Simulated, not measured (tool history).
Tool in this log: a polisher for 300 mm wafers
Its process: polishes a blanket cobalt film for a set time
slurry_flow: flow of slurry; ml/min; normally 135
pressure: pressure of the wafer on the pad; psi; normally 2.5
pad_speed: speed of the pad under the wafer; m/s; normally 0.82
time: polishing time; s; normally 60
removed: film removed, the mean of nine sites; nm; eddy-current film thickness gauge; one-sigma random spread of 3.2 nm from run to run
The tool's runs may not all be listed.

run    hour  slurry_flow  pressure  pad_speed  time  wafers since the last listed run  wafers polished on this pad  hours since the slurry nozzle was cleaned  hours since the head pressure was calibrated  incoming thickness of the incoming film, nm  removed
  1       0          135       2.5       0.82    60                                 0                         2593                                      190.2                                         925.2                                        878.9      299
  2    24.8          135       2.5       0.82    60                               238                         2832                                        215                                           950                                        888.4    300.7
       53.8  -- worn pad replaced by a new one
  3      87          135       2.5       0.82    60                               560                          320                                      277.2                                        1012.2                                        880.7    329.6
  4   120.5          135       2.5       0.82    60                               322                          642                                      310.7                                        1045.7                                        867.8    314.8
  5   192.2          135       2.5       0.82    60                               690                         1333                                      382.4                                        1117.4                                          892      308
  6   222.6          135       2.5       0.82    60                               292                         1626                                      412.8                                        1147.8                                        890.5    309.8
  7   353.2          135       2.5       0.82    60                              1258                         2884                                      543.4                                        1278.4                                          888    300.8
      370.3  -- worn pad replaced by a new one
  8   416.7          135       2.5       0.82    60                               573                          446                                      606.9                                        1341.9                                        873.4    317.8
  9   444.3          135       2.5       0.82    72                               265                          712                                      634.5                                        1369.5                                        879.7    383.6
 10   473.7          135       2.5       0.82    72                               283                          995                                      663.9                                        1398.9                                        871.4    369.2
      489.4  -- head pressure recalibrated
 11   515.2          135       2.5       0.82    72                               380                         1376                                      705.4                                          25.8                                        891.5    361.8
 12   583.7          135       2.5       0.82    60                               659                         2036                                      773.9                                          94.3                                        871.8    300.1
 13   632.1          135       2.5       0.82    60                               466                         2502                                      822.3                                         142.7                                        868.2    299.2
      642.7  -- worn pad replaced by a new one
 14   664.5          135       2.5       0.82    60                               273                          210                                      854.7                                         175.1                                        869.7    326.8
        695  -- slurry nozzle cleaned
 15   698.4          135         2       0.56    60                               316                          527                                        3.4                                           209                                        879.5    202.1
 16   735.9          150       2.2       1.04    60                               361                          888                                       40.9                                         246.5                                        888.3      330
 17   796.8           95       3.1        0.9    60                               586                         1475                                      101.8                                         307.4                                        885.5    382.6
 18   831.7          135       1.7       0.96    79                               336                         1811                                      136.7                                         342.3                                        882.7    300.2
 19   894.9           95       3.1       1.04    52                               608                         2420                                      199.9                                         405.5                                        898.1    359.8
        924  -- worn pad replaced by a new one, of another model than before
 20   936.4          110       2.5       0.82    60                               361                          119                                      241.4                                           447                                        880.5    307.4
 21   966.4          135         2       0.96    60                               288                          408                                      271.4                                           477                                        872.6    305.7
 22   998.9          135       2.5       0.82    60                               313                          721                                      303.9                                         509.5                                        890.6    319.8
 23  1111.5          135       1.9       0.82    60                              1084                         1805                                      416.5                                         622.1                                        885.5    268.1
 24  1163.5          115       2.8        0.7    60                               500                         2306                                      468.5                                         674.1                                        885.3    285.8
 25  1223.8          135       2.5       0.82    60                               580                         2887                                      528.8                                         734.4                                        877.2    297.1
     1235.7  -- worn pad replaced by a new one
 26  1337.4          135       2.5       0.82    77                              1055                          979                                      642.4                                           848                                        880.7    399.3
 27  1381.1          135       2.5       0.82    60                               420                         1400                                      686.1                                         891.7                                        898.4    303.6

Predict the results of run 28:
 28  1449.1          175       1.8       0.82    60                               655                         2055                                      754.1                                         959.7                                        877.8        ?

{"run 28": {"removed": 278.3}}
With the hidden condition absent and the run-to-run variation left alone, this run would have shown removed 313.7 nm.
